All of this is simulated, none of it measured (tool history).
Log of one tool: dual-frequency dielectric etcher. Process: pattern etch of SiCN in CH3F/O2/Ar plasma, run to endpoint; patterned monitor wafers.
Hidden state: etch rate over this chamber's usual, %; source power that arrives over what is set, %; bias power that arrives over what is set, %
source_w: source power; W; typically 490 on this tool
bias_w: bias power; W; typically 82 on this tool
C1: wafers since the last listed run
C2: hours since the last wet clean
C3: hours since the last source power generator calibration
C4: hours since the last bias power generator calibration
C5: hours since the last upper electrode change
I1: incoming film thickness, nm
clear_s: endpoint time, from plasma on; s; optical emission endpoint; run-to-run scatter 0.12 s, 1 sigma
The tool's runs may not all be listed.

{"run": 1, "hour": 0.0, "source_w": 490, "bias_w": 82, "C1": 0, "C2": 55.7, "C3": 4357.4, "C4": 2985.5, "C5": 3364.9, "I1": 9.72, "clear_s": 24.8}
{"run": 2, "hour": 43.4, "source_w": 490, "bias_w": 82, "C1": 854, "C2": 99.1, "C3": 4400.8, "C4": 3028.9, "C5": 3408.3, "I1": 9.73, "clear_s": 24.7}
{"run": 3, "hour": 88.5, "source_w": 490, "bias_w": 82, "C1": 888, "C2": 144.2, "C3": 4445.9, "C4": 3074, "C5": 3453.4, "I1": 9.75, "clear_s": 24.9}
{"run": 4, "hour": 142.6, "source_w": 490, "bias_w": 82, "C1": 1065, "C2": 198.3, "C3": 4500, "C4": 3128.1, "C5": 3507.5, "I1": 9.72, "clear_s": 24.5}
{"run": 5, "hour": 173.3, "source_w": 570, "bias_w": 82, "C1": 604, "C2": 229, "C3": 4530.7, "C4": 3158.8, "C5": 3538.2, "I1": 9.85, "clear_s": 22.7}
{"run": 6, "hour": 224.5, "source_w": 570, "bias_w": 82, "C1": 1008, "C2": 280.2, "C3": 4581.9, "C4": 3210, "C5": 3589.4, "I1": 9.81, "clear_s": 22.2}
{"run": 7, "hour": 251.7, "source_w": 490, "bias_w": 82, "C1": 535, "C2": 307.4, "C3": 4609.1, "C4": 3237.2, "C5": 3616.6, "I1": 9.75, "clear_s": 24.4}
{"run": 8, "hour": 283.1, "source_w": 490, "bias_w": 82, "C1": 618, "C2": 338.8, "C3": 4640.5, "C4": 3268.6, "C5": 3648, "I1": 9.85, "clear_s": 24.5}
{"run": 9, "hour": 348.2, "source_w": 490, "bias_w": 82, "C1": 1282, "C2": 403.9, "C3": 4705.6, "C4": 3333.7, "C5": 3713.1, "I1": 9.65, "clear_s": 23.8}
{"run": 10, "hour": 379.2, "source_w": 490, "bias_w": 82, "C1": 610, "C2": 434.9, "C3": 4736.6, "C4": 3364.7, "C5": 3744.1, "I1": 9.77, "clear_s": 24}
{"run": 11, "hour": 407.9, "source_w": 430, "bias_w": 82, "C1": 565, "C2": 463.6, "C3": 4765.3, "C4": 3393.4, "C5": 3772.8, "I1": 9.79, "clear_s": 26.1}
{"hour": 434.1, "done": "upper electrode replaced"}
{"hour": 453.3, "done": "source power generator calibrated"}
{"run": 12, "hour": 456.4, "source_w": 580, "bias_w": 73, "C1": 403, "C2": 512.1, "C3": 3.1, "C4": 3441.9, "C5": 22.3, "I1": 9.83, "clear_s": 22.3}
{"hour": 505.3, "done": "wet clean of the chamber"}
{"run": 13, "hour": 521.8, "source_w": 380, "bias_w": 100, "C1": 815, "C2": 16.5, "C3": 68.5, "C4": 3507.3, "C5": 87.7, "I1": 9.77, "clear_s": 28.2}
{"run": 14, "hour": 588.7, "source_w": 490, "bias_w": 82, "C1": 1317, "C2": 83.4, "C3": 135.4, "C4": 3574.2, "C5": 154.6, "I1": 9.77, "clear_s": 24.7}
{"hour": 612.6, "done": "bias power generator calibrated"}
{"run": 15, "hour": 647.9, "source_w": 560, "bias_w": 98, "C1": 1087, "C2": 142.6, "C3": 194.6, "C4": 35.3, "C5": 213.8, "I1": 9.74, "clear_s": 22.1}
{"run": 16, "hour": 690.4, "source_w": 550, "bias_w": 97, "C1": 837, "C2": 185.1, "C3": 237.1, "C4": 77.8, "C5": 256.3, "I1": 9.65, "clear_s": 22.1}
{"run": 17, "hour": 727.6, "source_w": 420, "bias_w": 87, "C1": 732, "C2": 222.3, "C3": 274.3, "C4": 115, "C5": 293.5, "I1": 9.81, "clear_s": 26.7}
{"run": 18, "hour": 778.1, "source_w": 440, "bias_w": 88, "C1": 994, "C2": 272.8, "C3": 324.8, "C4": 165.5, "C5": 344, "I1": 9.94, "clear_s": 26}

Hidden state, per run?
source power that arrives over what is set, %: 0 on each run
bias power that arrives over what is set, %: 0 on each run
H1: etch rate over this chamber's usual, %
run=1 H1=-0.0318
run=2 H1=0.395
run=3 H1=0.838
run=4 H1=1.37
run=5 H1=1.67
run=6 H1=2.18
run=7 H1=2.44
run=8 H1=2.75
run=9 H1=3.39
run=10 H1=3.7
run=11 H1=3.98
run=12 H1=4.46
run=13 H1=0.0092
run=14 H1=0.667
run=15 H1=1.25
run=16 H1=1.67
run=17 H1=2.03
run=18 H1=2.53

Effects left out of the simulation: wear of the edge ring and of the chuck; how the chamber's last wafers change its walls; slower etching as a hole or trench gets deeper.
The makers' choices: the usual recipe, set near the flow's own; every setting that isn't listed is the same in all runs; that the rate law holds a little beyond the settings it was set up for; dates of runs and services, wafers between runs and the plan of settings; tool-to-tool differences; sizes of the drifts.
